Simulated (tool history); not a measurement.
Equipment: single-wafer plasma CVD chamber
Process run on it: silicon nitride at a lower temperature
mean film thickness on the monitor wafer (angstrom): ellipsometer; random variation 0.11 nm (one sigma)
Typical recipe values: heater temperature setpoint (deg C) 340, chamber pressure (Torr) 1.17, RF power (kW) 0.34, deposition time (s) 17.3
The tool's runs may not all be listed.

run,hour,heater temperature setpoint (deg C),chamber pressure (Torr),RF power (kW),deposition time (s),wafers since the last listed run,hours since the last thermocouple change,hours since the last RF generator calibration,hours since the last manometer calibration,hours since the showerhead was replaced,hours since the gauge calibration,"read-back reference wafer on the same gauge, thickness_nm",mean film thickness on the monitor wafer (angstrom)
1,0,340,1.17,0.34,17.3,0,2348.4,572.1,1532.2,5745.8,840.4,17.408,205.63
2,28.8,340,1.17,0.34,17.3,1045,2377.2,600.9,1561,5774.6,869.2,17.45,208.56
# hour 74.5: showerhead replaced
3,86.8,340,1.17,0.34,17.3,1815,2435.2,658.9,1619,12.3,927.2,17.367,208.27
4,135.3,340,1.24,0.295,17.3,1761,2483.7,707.4,1667.5,60.8,975.7,17.416,185.39
5,186.3,340,1.17,0.34,17.3,1851,2534.7,758.4,1718.5,111.8,1026.7,17.38,207.16
# hour 219.5: RF generator calibrated
6,238.9,340,1.17,0.34,17.3,1619,2587.3,19.4,1771.1,164.4,1079.3,17.393,205.67
7,298.9,340,1.17,0.34,17.3,2178,2647.3,79.4,1831.1,224.4,1139.3,17.388,207.93
8,349.3,351,1.17,0.32,17.3,1830,2697.7,129.8,1881.5,274.8,1189.7,17.372,194.84
9,378.3,336,1.17,0.34,17.3,1053,2726.7,158.8,1910.5,303.8,1218.7,17.376,205.75
10,438.4,340,1.17,0.34,17.3,2182,2786.8,218.9,1970.6,363.9,1278.8,17.426,207.25
11,498,354,0.97,0.305,17.3,2164,2846.4,278.5,2030.2,423.5,1338.4,17.416,175.44
12,555.6,353,1.17,0.3,17.3,2091,2904,336.1,2087.8,481.1,1396,17.419,183.93
# hour 555.9: gauge calibrated
# hour 571.3: capacitance manometer re-zeroed and calibrated
# hour 597.3: thermocouple changed; heater temperature recalibrated
13,723.2,354,0.97,0.305,17.3,5504,125.9,503.7,151.9,648.7,167.3,17.387,172.71
14,749.3,330,0.88,0.32,16,947,152,529.8,178,674.8,193.4,17.433,163.5
15,790.9,331,1.37,0.34,17.3,1510,193.6,571.4,219.6,716.4,235,17.449,219.24
16,851.5,340,1.17,0.34,17.3,2200,254.2,632,280.2,777,295.6,17.413,206.87
17,883.7,326,1.35,0.34,20.4,1169,286.4,664.2,312.4,809.2,327.8,17.384,258.45
18,944.6,340,1.17,0.34,17.3,2211,347.3,725.1,373.3,870.1,388.7,17.38,208.13
19,1014.7,348,1.17,0.395,17.3,2545,417.4,795.2,443.4,940.2,458.8,17.385,232.44
20,1065.5,340,1.1,0.34,17.3,1844,468.2,846,494.2,991,509.6,17.38,203.84
# hour 1093.2: RF generator calibrated
21,1125.2,332,0.96,0.39,15.9,1877,527.9,32,553.9,1050.7,569.3,17.411,197.67
22,1157.8,354,1.17,0.34,17.3,1183,560.5,64.6,586.5,1083.3,601.9,17.416,207.17
23,1201,340,1.17,0.34,17.3,1568,603.7,107.8,629.7,1126.5,645.1,17.358,207.16
24,1253.3,336,1.17,0.37,17.3,1899,656,160.1,682,1178.8,697.4,17.422,219.67
25,1317.1,340,1.17,0.4,19.6,2316,719.8,223.9,745.8,1242.6,761.2,17.418,268.89
26,1379.9,340,1.17,0.34,17.3,2280,782.6,286.7,808.6,1305.4,824,17.366,207.76
27,1427.7,340,1.17,0.34,17.3,1735,830.4,334.5,856.4,1353.2,871.8,17.398,206.9

Predict each of these 5 candidate next runs independently; none follows another, all start after run 27:
A,1428.1,340,1.17,0.34,17.3,14,830.8,334.9,856.8,1353.6,872.2,?,?
B,1428.1,340,1.4,0.34,13.8,14,830.8,334.9,856.8,1353.6,872.2,?,?
C,1428.1,340,1.46,0.375,17.3,14,830.8,334.9,856.8,1353.6,872.2,?,?
D,1428.1,345,1.17,0.285,17.3,14,830.8,334.9,856.8,1353.6,872.2,?,?
E,1428.1,340,1.25,0.34,17.3,14,830.8,334.9,856.8,1353.6,872.2,?,?

run,"read-back reference wafer on the same gauge, thickness_nm",mean film thickness on the monitor wafer (angstrom)
A,17.411,209.96
B,17.411,178.22
C,17.411,245.64
D,17.411,178.25
E,17.411,214.88
Without the tool's hidden state the same runs would have given:
run,mean film thickness on the monitor wafer (angstrom)
A,209.96
B,178.22
C,245.64
D,178.25
E,214.88
